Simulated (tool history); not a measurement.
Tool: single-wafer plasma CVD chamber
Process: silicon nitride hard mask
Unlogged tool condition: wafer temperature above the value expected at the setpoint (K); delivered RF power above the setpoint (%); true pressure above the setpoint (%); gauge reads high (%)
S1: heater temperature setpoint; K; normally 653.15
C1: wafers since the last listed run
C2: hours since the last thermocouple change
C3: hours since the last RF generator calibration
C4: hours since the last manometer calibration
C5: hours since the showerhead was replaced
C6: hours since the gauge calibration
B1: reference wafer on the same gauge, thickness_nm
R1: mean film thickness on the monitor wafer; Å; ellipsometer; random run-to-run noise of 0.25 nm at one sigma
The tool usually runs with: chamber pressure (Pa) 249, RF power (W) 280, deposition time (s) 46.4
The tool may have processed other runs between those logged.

{"run": 1, "day": 0.0, "S1": 645.15, "chamber pressure (Pa)": 249, "RF power (W)": 280, "deposition time (s)": 52.5, "C1": 0, "C2": 1142.2, "C3": 2138.2, "C4": 1713.7, "C5": 456.1, "C6": 1963.6, "B1": 48.175, "R1": 613.24}
{"run": 2, "day": 1.65, "S1": 653.15, "chamber pressure (Pa)": 249, "RF power (W)": 280, "deposition time (s)": 46.4, "C1": 728, "C2": 1181.8, "C3": 2177.8, "C4": 1753.3, "C5": 495.7, "C6": 2003.2, "B1": 48.195, "R1": 542.61}
{"run": 3, "day": 3.954, "S1": 653.15, "chamber pressure (Pa)": 249, "RF power (W)": 280, "deposition time (s)": 46.4, "C1": 1016, "C2": 1237.1, "C3": 2233.1, "C4": 1808.6, "C5": 551.0, "C6": 2058.5, "B1": 48.177, "R1": 532.44}
{"run": 4, "day": 7.683, "S1": 653.15, "chamber pressure (Pa)": 249, "RF power (W)": 280, "deposition time (s)": 46.4, "C1": 1645, "C2": 1326.6, "C3": 2322.6, "C4": 1898.1, "C5": 640.5, "C6": 2148.0, "B1": 48.161, "R1": 530.9}
{"run": 5, "day": 9.633, "S1": 663.15, "chamber pressure (Pa)": 197, "RF power (W)": 230, "deposition time (s)": 46.4, "C1": 860, "C2": 1373.4, "C3": 2369.4, "C4": 1944.9, "C5": 687.3, "C6": 2194.8, "B1": 48.224, "R1": 432.87}
{"day": 10.258, "done": "RF generator calibrated"}
{"run": 6, "day": 11.292, "S1": 653.15, "chamber pressure (Pa)": 249, "RF power (W)": 330, "deposition time (s)": 46.4, "C1": 584, "C2": 1413.2, "C3": 24.8, "C4": 1984.7, "C5": 727.1, "C6": 2234.6, "B1": 48.242, "R1": 622.9}
{"run": 7, "day": 13.117, "S1": 667.15, "chamber pressure (Pa)": 249, "RF power (W)": 295, "deposition time (s)": 46.4, "C1": 805, "C2": 1457.0, "C3": 68.6, "C4": 2028.5, "C5": 770.9, "C6": 2278.4, "B1": 48.23, "R1": 579.01}
{"day": 19.479, "done": "thermocouple changed; heater temperature recalibrated"}
{"run": 8, "day": 22.238, "S1": 653.15, "chamber pressure (Pa)": 249, "RF power (W)": 280, "deposition time (s)": 46.4, "C1": 3878, "C2": 66.2, "C3": 287.5, "C4": 2247.4, "C5": 989.8, "C6": 2497.3, "B1": 48.112, "R1": 557.16}
{"run": 9, "day": 26.338, "S1": 653.15, "chamber pressure (Pa)": 280, "RF power (W)": 280, "deposition time (s)": 37.7, "C1": 1809, "C2": 164.6, "C3": 385.9, "C4": 2345.8, "C5": 1088.2, "C6": 2595.7, "B1": 48.151, "R1": 467.73}
{"run": 10, "day": 30.454, "S1": 645.15, "chamber pressure (Pa)": 249, "RF power (W)": 240, "deposition time (s)": 46.4, "C1": 1816, "C2": 263.4, "C3": 484.7, "C4": 2444.6, "C5": 1187.0, "C6": 2694.5, "B1": 48.171, "R1": 504.55}
{"run": 11, "day": 33.538, "S1": 653.15, "chamber pressure (Pa)": 280, "RF power (W)": 280, "deposition time (s)": 38.1, "C1": 1360, "C2": 337.4, "C3": 558.7, "C4": 2518.6, "C5": 1261.0, "C6": 2768.5, "B1": 48.146, "R1": 473.43}
{"day": 36.008, "done": "capacitance manometer re-zeroed and calibrated"}
{"run": 12, "day": 36.838, "S1": 653.15, "chamber pressure (Pa)": 249, "RF power (W)": 280, "deposition time (s)": 46.4, "C1": 1309, "C2": 416.6, "C3": 637.9, "C4": 19.9, "C5": 1340.2, "C6": 2847.7, "B1": 48.265, "R1": 561.8}
{"run": 13, "day": 41.55, "S1": 653.15, "chamber pressure (Pa)": 249, "RF power (W)": 315, "deposition time (s)": 46.4, "C1": 2079, "C2": 529.7, "C3": 751.0, "C4": 133.0, "C5": 1453.3, "C6": 2960.8, "B1": 48.13, "R1": 602.92}
{"day": 41.733, "done": "gauge calibrated"}
{"run": 14, "day": 45.488, "S1": 653.15, "chamber pressure (Pa)": 249, "RF power (W)": 280, "deposition time (s)": 46.4, "C1": 1737, "C2": 624.2, "C3": 845.5, "C4": 227.5, "C5": 1547.8, "C6": 90.1, "B1": 48.181, "R1": 555.24}
{"run": 15, "day": 48.704, "S1": 642.15, "chamber pressure (Pa)": 249, "RF power (W)": 280, "deposition time (s)": 46.4, "C1": 1419, "C2": 701.4, "C3": 922.7, "C4": 304.7, "C5": 1625.0, "C6": 167.3, "B1": 48.189, "R1": 557.77}
{"run": 16, "day": 52.25, "S1": 653.15, "chamber pressure (Pa)": 249, "RF power (W)": 280, "deposition time (s)": 46.4, "C1": 1564, "C2": 786.5, "C3": 1007.8, "C4": 389.8, "C5": 1710.1, "C6": 252.4, "B1": 48.217, "R1": 558.66}
{"run": 17, "day": 53.879, "S1": 653.15, "chamber pressure (Pa)": 249, "RF power (W)": 280, "deposition time (s)": 46.4, "C1": 719, "C2": 825.6, "C3": 1046.9, "C4": 428.9, "C5": 1749.2, "C6": 291.5, "B1": 48.167, "R1": 554.08}
{"run": 18, "day": 56.667, "S1": 653.15, "chamber pressure (Pa)": 249, "RF power (W)": 280, "deposition time (s)": 50.9, "C1": 1230, "C2": 892.5, "C3": 1113.8, "C4": 495.8, "C5": 1816.1, "C6": 358.4, "B1": 48.211, "R1": 608.13}
{"run": 19, "day": 61.079, "S1": 644.15, "chamber pressure (Pa)": 249, "RF power (W)": 245, "deposition time (s)": 42.3, "C1": 1947, "C2": 998.4, "C3": 1219.7, "C4": 601.7, "C5": 1922.0, "C6": 464.3, "B1": 48.211, "R1": 458.52}
{"run": 20, "day": 62.779, "S1": 661.15, "chamber pressure (Pa)": 189, "RF power (W)": 265, "deposition time (s)": 46.4, "C1": 750, "C2": 1039.2, "C3": 1260.5, "C4": 642.5, "C5": 1962.8, "C6": 505.1, "B1": 48.171, "R1": 493.83}
{"run": 21, "day": 66.338, "S1": 653.15, "chamber pressure (Pa)": 249, "RF power (W)": 280, "deposition time (s)": 46.4, "C1": 1570, "C2": 1124.6, "C3": 1345.9, "C4": 727.9, "C5": 2048.2, "C6": 590.5, "B1": 48.119, "R1": 555.48}
{"run": 22, "day": 68.233, "S1": 653.15, "chamber pressure (Pa)": 249, "RF power (W)": 280, "deposition time (s)": 50.9, "C1": 836, "C2": 1170.1, "C3": 1391.4, "C4": 773.4, "C5": 2093.7, "C6": 636.0, "B1": 48.171, "R1": 607.22}
{"run": 23, "day": 81.4, "S1": 661.15, "chamber pressure (Pa)": 249, "RF power (W)": 280, "deposition time (s)": 46.4, "C1": 5810, "C2": 1486.1, "C3": 1707.4, "C4": 1089.4, "C5": 2409.7, "C6": 952.0, "B1": 48.218, "R1": 543.25}
{"run": 24, "day": 84.85, "S1": 664.15, "chamber pressure (Pa)": 215, "RF power (W)": 280, "deposition time (s)": 46.4, "C1": 1522, "C2": 1568.9, "C3": 1790.2, "C4": 1172.2, "C5": 2492.5, "C6": 1034.8, "B1": 48.127, "R1": 518.53}
{"run": 25, "day": 86.596, "S1": 653.15, "chamber pressure (Pa)": 249, "RF power (W)": 250, "deposition time (s)": 46.4, "C1": 770, "C2": 1610.8, "C3": 1832.1, "C4": 1214.1, "C5": 2534.4, "C6": 1076.7, "B1": 48.224, "R1": 501.68}
{"day": 87.992, "done": "thermocouple changed; heater temperature recalibrated"}
{"run": 26, "day": 89.688, "S1": 653.15, "chamber pressure (Pa)": 205, "RF power (W)": 300, "deposition time (s)": 40.5, "C1": 1217, "C2": 40.7, "C3": 1906.3, "C4": 1288.3, "C5": 2608.6, "C6": 1150.9, "B1": 48.239, "R1": 470.69}
{"run": 27, "day": 93.808, "S1": 639.15, "chamber pressure (Pa)": 271, "RF power (W)": 310, "deposition time (s)": 39.5, "C1": 1818, "C2": 139.6, "C3": 2005.2, "C4": 1387.2, "C5": 2707.5, "C6": 1249.8, "B1": 48.222, "R1": 508.0}

Branching from run 27: 5 alternative next runs. What would each branch give?
{"run": "A", "day": 93.825, "S1": 653.15, "chamber pressure (Pa)": 249, "RF power (W)": 320, "deposition time (s)": 46.4, "C1": 7, "C2": 140.0, "C3": 2005.6, "C4": 1387.6, "C5": 2707.9, "C6": 1250.2, "B1": "?", "R1": "?"}
{"run": "B", "day": 93.825, "S1": 645.15, "chamber pressure (Pa)": 249, "RF power (W)": 280, "deposition time (s)": 46.4, "C1": 7, "C2": 140.0, "C3": 2005.6, "C4": 1387.6, "C5": 2707.9, "C6": 1250.2, "B1": "?", "R1": "?"}
{"run": "C", "day": 93.825, "S1": 653.15, "chamber pressure (Pa)": 304, "RF power (W)": 225, "deposition time (s)": 41.6, "C1": 7, "C2": 140.0, "C3": 2005.6, "C4": 1387.6, "C5": 2707.9, "C6": 1250.2, "B1": "?", "R1": "?"}
{"run": "D", "day": 93.825, "S1": 653.15, "chamber pressure (Pa)": 223, "RF power (W)": 310, "deposition time (s)": 37.2, "C1": 7, "C2": 140.0, "C3": 2005.6, "C4": 1387.6, "C5": 2707.9, "C6": 1250.2, "B1": "?", "R1": "?"}
{"run": "E", "day": 93.825, "S1": 653.15, "chamber pressure (Pa)": 289, "RF power (W)": 280, "deposition time (s)": 52.4, "C1": 7, "C2": 140.0, "C3": 2005.6, "C4": 1387.6, "C5": 2707.9, "C6": 1250.2, "B1": "?", "R1": "?"}

run=A B1=48.192 R1=588.02
run=B B1=48.192 R1=538.12
run=C B1=48.192 R1=431.96
run=D B1=48.192 R1=447.88
run=E B1=48.192 R1=629.27
The same runs, with their run-to-run variation unchanged, on a tool lacking any hidden condition would have given:
run=A R1=609.37
run=B R1=558.70
run=C R1=449.70
run=D R1=464.34
run=E R1=653.33
